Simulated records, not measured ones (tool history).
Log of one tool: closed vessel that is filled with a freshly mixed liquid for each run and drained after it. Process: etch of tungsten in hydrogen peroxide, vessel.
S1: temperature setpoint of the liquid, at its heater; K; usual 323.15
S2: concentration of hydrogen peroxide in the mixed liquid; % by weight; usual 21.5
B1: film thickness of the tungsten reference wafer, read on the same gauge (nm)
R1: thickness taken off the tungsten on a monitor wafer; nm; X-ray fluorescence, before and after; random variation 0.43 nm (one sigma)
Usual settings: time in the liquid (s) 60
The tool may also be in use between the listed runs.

{"run": 1, "hour": 0.0, "S1": 323.15, "S2": 21.5, "time in the liquid (s)": 85, "B1": 29.99, "R1": 170.21}
{"run": 2, "hour": 45.2, "S1": 323.15, "S2": 21.5, "time in the liquid (s)": 85, "B1": 29.96, "R1": 171.45}
{"run": 3, "hour": 73.6, "S1": 323.15, "S2": 21.5, "time in the liquid (s)": 85, "B1": 29.99, "R1": 170.99}
{"run": 4, "hour": 142.4, "S1": 323.15, "S2": 21.5, "time in the liquid (s)": 60, "B1": 30.01, "R1": 120.8}
{"run": 5, "hour": 207.7, "S1": 318.65, "S2": 21.5, "time in the liquid (s)": 60, "B1": 29.97, "R1": 90.72}
{"hour": 267.0, "done": "gauge calibrated"}
{"run": 6, "hour": 278.0, "S1": 318.65, "S2": 21.5, "time in the liquid (s)": 60, "B1": 30.0, "R1": 91.02}
{"run": 7, "hour": 325.1, "S1": 323.15, "S2": 21.5, "time in the liquid (s)": 60, "B1": 30.01, "R1": 120.88}
{"run": 8, "hour": 376.7, "S1": 320.15, "S2": 24.5, "time in the liquid (s)": 60, "B1": 30.03, "R1": 106.59}
{"hour": 389.2, "done": "new drum of peroxide connected"}
{"hour": 391.5, "done": "peroxide flow meter replaced"}
{"run": 9, "hour": 400.8, "S1": 313.65, "S2": 19.0, "time in the liquid (s)": 35, "B1": 29.99, "R1": 35.86}
{"hour": 443.5, "done": "thermometer replaced"}
{"run": 10, "hour": 451.6, "S1": 323.15, "S2": 21.5, "time in the liquid (s)": 60, "B1": 29.95, "R1": 125.69}
{"run": 11, "hour": 507.7, "S1": 313.65, "S2": 19.0, "time in the liquid (s)": 35, "B1": 30.03, "R1": 37.84}
{"run": 12, "hour": 556.3, "S1": 314.65, "S2": 21.5, "time in the liquid (s)": 85, "B1": 30.02, "R1": 103.95}
{"run": 13, "hour": 618.3, "S1": 323.15, "S2": 27.5, "time in the liquid (s)": 50, "B1": 30.06, "R1": 118.7}
{"run": 14, "hour": 688.1, "S1": 323.15, "S2": 24.5, "time in the liquid (s)": 60, "B1": 30.0, "R1": 133.3}
{"run": 15, "hour": 729.6, "S1": 328.15, "S2": 18.0, "time in the liquid (s)": 30, "B1": 30.0, "R1": 77.3}

Forecast each of these 3 alternatives for the next run:
{"run": "A", "hour": 730.3, "S1": 323.15, "S2": 25.0, "time in the liquid (s)": 60, "B1": "?", "R1": "?"}
{"run": "B", "hour": 730.3, "S1": 326.65, "S2": 27.0, "time in the liquid (s)": 45, "B1": "?", "R1": "?"}
{"run": "C", "hour": 730.3, "S1": 323.15, "S2": 16.5, "time in the liquid (s)": 60, "B1": "?", "R1": "?"}

run=A B1=29.99 R1=133.68
run=B B1=29.99 R1=128.77
run=C B1=29.99 R1=108.61
Without the tool's hidden state the same runs would have given:
run=A R1=134.59
run=B R1=129.62
run=C R1=109.34
